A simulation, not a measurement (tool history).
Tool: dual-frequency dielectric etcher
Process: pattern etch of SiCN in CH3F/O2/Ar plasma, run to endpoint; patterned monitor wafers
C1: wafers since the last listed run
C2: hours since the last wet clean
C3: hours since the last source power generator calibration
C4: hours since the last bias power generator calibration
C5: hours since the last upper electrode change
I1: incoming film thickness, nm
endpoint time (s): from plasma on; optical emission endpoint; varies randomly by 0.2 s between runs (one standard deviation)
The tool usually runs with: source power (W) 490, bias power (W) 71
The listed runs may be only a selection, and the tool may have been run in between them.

Run 1, hour 0.0: usual settings; C1 0; C2 582.5; C3 1942.7; C4 308.3; C5 2966.7; I1 12.99. Result: endpoint time (s) 37.0.
Run 2, hour 44.5: usual settings; C1 703; C2 627.0; C3 1987.2; C4 352.8; C5 3011.2; I1 13.08. Result: endpoint time (s) 36.7.
Run 3, hour 114.1: usual settings; C1 1099; C2 696.6; C3 2056.8; C4 422.4; C5 3080.8; I1 13.06. Result: endpoint time (s) 37.2.
At hour 165.1: wet clean of the chamber.
Run 4, hour 165.6: usual settings; C1 434; C2 0.5; C3 2108.3; C4 473.9; C5 3132.3; I1 13.06. Result: endpoint time (s) 35.8.
Run 5, hour 230.6: usual settings; C1 1027; C2 65.5; C3 2173.3; C4 538.9; C5 3197.3; I1 12.98. Result: endpoint time (s) 35.9.
Run 6, hour 336.5: usual settings; C1 1673; C2 171.4; C3 2279.2; C4 644.8; C5 3303.2; I1 12.92. Result: endpoint time (s) 35.9.
At hour 374.5: source power generator calibrated.
Run 7, hour 375.0: usual settings; C1 545; C2 209.9; C3 0.5; C4 683.3; C5 3341.7; I1 12.96. Result: endpoint time (s) 36.0.
Run 8, hour 443.6: usual settings; C1 1083; C2 278.5; C3 69.1; C4 751.9; C5 3410.3; I1 12.93. Result: endpoint time (s) 36.1.
Run 9, hour 491.9: usual settings; C1 763; C2 326.8; C3 117.4; C4 800.2; C5 3458.6; I1 12.96. Result: endpoint time (s) 36.3.
Run 10, hour 579.9: usual settings; C1 1390; C2 414.8; C3 205.4; C4 888.2; C5 3546.6; I1 13.05. Result: endpoint time (s) 37.0.
Run 11, hour 672.6: usual settings; C1 1464; C2 507.5; C3 298.1; C4 980.9; C5 3639.3; I1 12.97. Result: endpoint time (s) 36.4.
Run 12, hour 727.6: usual settings but bias power (W) 57; C1 869; C2 562.5; C3 353.1; C4 1035.9; C5 3694.3; I1 13.07. Result: endpoint time (s) 40.0.
Run 13, hour 785.2: usual settings but bias power (W) 57; C1 910; C2 620.1; C3 410.7; C4 1093.5; C5 3751.9; I1 13.01. Result: endpoint time (s) 39.9.
At hour 895.7: wet clean of the chamber.
Run 14, hour 896.2: usual settings but bias power (W) 57; C1 1374; C2 0.5; C3 521.7; C4 1204.5; C5 3862.9; I1 12.86. Result: endpoint time (s) 38.3.
Run 15, hour 942.0: usual settings but bias power (W) 61; C1 723; C2 46.3; C3 567.5; C4 1250.3; C5 3908.7; I1 13.04. Result: endpoint time (s) 37.6.
Run 16, hour 995.9: usual settings but source power (W) 450, bias power (W) 61; C1 851; C2 100.2; C3 621.4; C4 1304.2; C5 3962.6; I1 12.98. Result: endpoint time (s) 39.8.
Run 17, hour 1161.4: usual settings but source power (W) 520; C1 2615; C2 265.7; C3 786.9; C4 1469.7; C5 4128.1; I1 13.04. Result: endpoint time (s) 35.3.
Run 18, hour 1222.0: usual settings but source power (W) 390, bias power (W) 89; C1 957; C2 326.3; C3 847.5; C4 1530.3; C5 4188.7; I1 13.00. Result: endpoint time (s) 38.4.
At hour 1422.2: bias power generator calibrated.
Run 19, hour 1468.7: usual settings but source power (W) 390, bias power (W) 54; C1 3834; C2 573.0; C3 1094.2; C4 46.5; C5 4435.4; I1 13.03. Result: endpoint time (s) 46.7.
Run 20, hour 1510.7: usual settings but source power (W) 390, bias power (W) 65; C1 663; C2 615.0; C3 1136.2; C4 88.5; C5 4477.4; I1 12.95. Result: endpoint time (s) 43.5.
Run 21, hour 1563.6: usual settings but source power (W) 430, bias power (W) 88; C1 835; C2 667.9; C3 1189.1; C4 141.4; C5 4530.3; I1 13.08. Result: endpoint time (s) 37.4.
At hour 1656.6: wet clean of the chamber.
At hour 1658.7: upper electrode replaced.
Run 22, hour 1659.2: usual settings but source power (W) 440, bias power (W) 82; C1 1098; C2 2.6; C3 1284.7; C4 237.0; C5 0.5; I1 13.03. Result: endpoint time (s) 36.1.
Run 23, hour 1738.5: usual settings but source power (W) 420, bias power (W) 58; C1 1253; C2 81.9; C3 1364.0; C4 316.3; C5 79.8; I1 13.00. Result: endpoint time (s) 42.2.
Run 24, hour 1783.8: usual settings but source power (W) 460, bias power (W) 77; C1 715; C2 127.2; C3 1409.3; C4 361.6; C5 125.1; I1 12.87. Result: endpoint time (s) 35.7.
Run 25, hour 1849.7: usual settings but source power (W) 540, bias power (W) 79; C1 1041; C2 193.1; C3 1475.2; C4 427.5; C5 191.0; I1 13.07. Result: endpoint time (s) 32.6.
Run 26, hour 1903.8: usual settings but source power (W) 610, bias power (W) 58; C1 854; C2 247.2; C3 1529.3; C4 481.6; C5 245.1; I1 13.02. Result: endpoint time (s) 34.0.
Run 27, hour 1988.8: usual settings; C1 1343; C2 332.2; C3 1614.3; C4 566.6; C5 330.1; I1 12.93. Result: endpoint time (s) 35.9.
Run 28, hour 2076.5: usual settings but bias power (W) 61; C1 1385; C2 419.9; C3 1702.0; C4 654.3; C5 417.8; I1 12.92. Result: endpoint time (s) 37.8.

Expected results for the next run?
Run 29, hour 2170.4: usual settings but source power (W) 580, bias power (W) 78; C1 1483; C2 513.8; C3 1795.9; C4 748.2; C5 511.7; I1 12.96. Result: endpoint time (s) ?.

{"run 29": {"endpoint time (s)": 32.0}}
Were there no unlogged condition in the tool, this run, its random variation unchanged, would have produced endpoint time (s) 31.4.
